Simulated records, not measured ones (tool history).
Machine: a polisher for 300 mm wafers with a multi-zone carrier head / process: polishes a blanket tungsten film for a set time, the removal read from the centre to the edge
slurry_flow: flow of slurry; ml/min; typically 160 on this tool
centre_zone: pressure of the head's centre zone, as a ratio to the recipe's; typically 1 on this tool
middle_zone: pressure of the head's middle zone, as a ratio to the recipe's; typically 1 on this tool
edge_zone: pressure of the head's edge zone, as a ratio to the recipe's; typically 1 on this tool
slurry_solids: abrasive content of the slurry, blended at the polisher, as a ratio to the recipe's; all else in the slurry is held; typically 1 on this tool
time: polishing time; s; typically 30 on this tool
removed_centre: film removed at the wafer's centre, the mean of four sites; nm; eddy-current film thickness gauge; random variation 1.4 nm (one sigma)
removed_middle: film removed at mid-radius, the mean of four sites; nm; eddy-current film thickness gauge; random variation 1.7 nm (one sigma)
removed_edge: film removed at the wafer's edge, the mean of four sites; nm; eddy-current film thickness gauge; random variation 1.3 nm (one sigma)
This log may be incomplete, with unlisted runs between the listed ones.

run	hour	slurry_flow	centre_zone	middle_zone	edge_zone	slurry_solids	time	wafers since the last listed run	wafers polished on this pad	hours since the slurry nozzle was cleaned	hours since the centre zone pressure was calibrated	hours since the edge zone pressure was calibrated	hours since the carrier head's membrane was replaced	incoming thickness of the incoming film, nm	removed_centre	removed_middle	removed_edge
1	0	135	1	1	1	1	30	0	857	825.4	873.8	1091.2	1097.2	607.7	114	113.2	110.3
2	16.2	160	1	1	1	1	30	154	1012	841.6	890	1107.4	1113.4	613.5	117.7	115.5	115.1
3	32.1	160	1	1	1	1	30	151	1164	857.5	905.9	1123.3	1129.3	605.2	117.8	117.6	115.8
# hour 38.6: worn pad replaced by a new one
4	42.3	160	1	1	1	1	30	59	35	867.7	916.1	1133.5	1139.5	616	117.9	118.8	113.9
# hour 55.5: carrier head's membrane replaced by a new one
5	56	160	1	1	1	0.8	30	83	118	881.4	929.8	1147.2	0.5	600	112.9	109	107.8
# hour 65.1: edge zone pressure recalibrated
6	68.4	160	1	1	1	0.8	30	99	217	893.8	942.2	3.3	12.9	613.7	109.6	107.3	107.9
7	79.9	160	1	1	1	0.8	30	109	327	905.3	953.7	14.8	24.4	604.8	110	111.7	107.3
8	89	160	1	1	1	1	30	86	414	914.4	962.8	23.9	33.5	607.7	117.3	118.8	113.4
9	98.6	160	1	1	1	1	30	91	506	924	972.4	33.5	43.1	610.3	118.9	117.9	114.8
# hour 102.6: slurry nozzle cleaned
10	111.2	160	1	1	1	1	30	110	617	8.6	985	46.1	55.7	613.6	118	118	113.8
11	136.7	160	1	1.05	0.96	0.8	38	243	860	34.1	1010.5	71.6	81.2	603.2	138.2	144.1	135.5
# hour 147.2: centre zone pressure recalibrated
12	150.8	105	1	0.9	1	1	30	115	976	48.2	3.6	85.7	95.3	613	103.5	100.5	104.8
13	162.8	160	1	1.08	1	1	30	114	1091	60.2	15.6	97.7	107.3	609.8	119.4	122.3	114.6
14	174.5	160	1.07	0.92	1	1	30	111	1203	71.9	27.3	109.4	119	614.3	124.1	113.3	115.2
# hour 181.1: worn pad replaced by a new one
15	190.9	115	1	1	1	0.9	30	118	93	88.3	43.7	125.8	135.4	616.2	104.1	108.6	104.5
16	199.5	200	1.11	1	1	0.85	38	82	176	96.9	52.3	134.4	144	612.6	160.6	147.6	141.6
17	217.5	160	1	1	1	1	24	172	348	114.9	70.3	152.4	162	600.7	93.5	92.9	91
18	233.6	160	1	1.07	1	1	30	153	502	131	86.4	168.5	178.1	619.2	115.8	123.4	114.1
19	247	160	1.05	1	1	1	24	128	630	144.4	99.8	181.9	191.5	612	95	93.2	89.3
20	256.5	160	1	1	1	1	30	90	720	153.9	109.3	191.4	201	614.7	118.4	118.3	115
21	269.6	115	1	1	1.11	1.1	30	125	846	167	122.4	204.5	214.1	605.9	108.7	114.1	115.2

Take each entry between the runs: how does the hidden state at the last listed run before it differ from the hidden state at the first listed run after it?
From run 3 to run 4: worn pad replaced by a new one (hour 38.6)
  no hidden state differs between the two runs
From run 4 to run 5: carrier head's membrane replaced by a new one (hour 55.5)
  no hidden state differs between the two runs
From run 5 to run 6: edge zone pressure recalibrated (hour 65.1)
  no hidden state differs between the two runs
From run 9 to run 10: slurry nozzle cleaned (hour 102.6)
  no hidden state differs between the two runs
From run 11 to run 12: centre zone pressure recalibrated (hour 147.2)
  no hidden state differs between the two runs
From run 14 to run 15: worn pad replaced by a new one (hour 181.1)
  no hidden state differs between the two runs
